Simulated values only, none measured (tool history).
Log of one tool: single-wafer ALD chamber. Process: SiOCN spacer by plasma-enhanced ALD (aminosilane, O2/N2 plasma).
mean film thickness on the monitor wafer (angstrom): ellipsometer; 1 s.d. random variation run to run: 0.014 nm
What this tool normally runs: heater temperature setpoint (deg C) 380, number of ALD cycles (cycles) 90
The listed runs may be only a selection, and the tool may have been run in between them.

run	hour	heater temperature setpoint (deg C)	number of ALD cycles (cycles)	read-back reference wafer on the same gauge, thickness_nm	mean film thickness on the monitor wafer (angstrom)
1	0	380	90	5.267	54.9
# hour 8.8: gauge calibrated
2	14.7	390	85	5.265	52.01
3	42.9	380	90	5.269	55
4	58.3	380	90	5.274	54.98
5	72.3	369	90	5.266	55.27
6	92.5	369	90	5.266	54.9
7	117.4	369	90	5.274	54.86
# hour 149.6: thermocouple changed; heater temperature recalibrated
8	150.1	371	108	5.272	66.19
# hour 161.9: gauge calibrated
9	163.3	387	75	5.276	45.78
10	186.9	380	90	5.271	54.87
11	200.8	393	99	5.275	60.48

Run 12, settings as shown, results not yet in. Your forecast:
12	236.1	376	74	?	?

read-back reference wafer on the same gauge, thickness_nm: 5.272
mean film thickness on the monitor wafer (angstrom): 45.21
With the hidden condition absent and the run-to-run variation left alone, this run would have shown mean film thickness on the monitor wafer (angstrom) 45.21.

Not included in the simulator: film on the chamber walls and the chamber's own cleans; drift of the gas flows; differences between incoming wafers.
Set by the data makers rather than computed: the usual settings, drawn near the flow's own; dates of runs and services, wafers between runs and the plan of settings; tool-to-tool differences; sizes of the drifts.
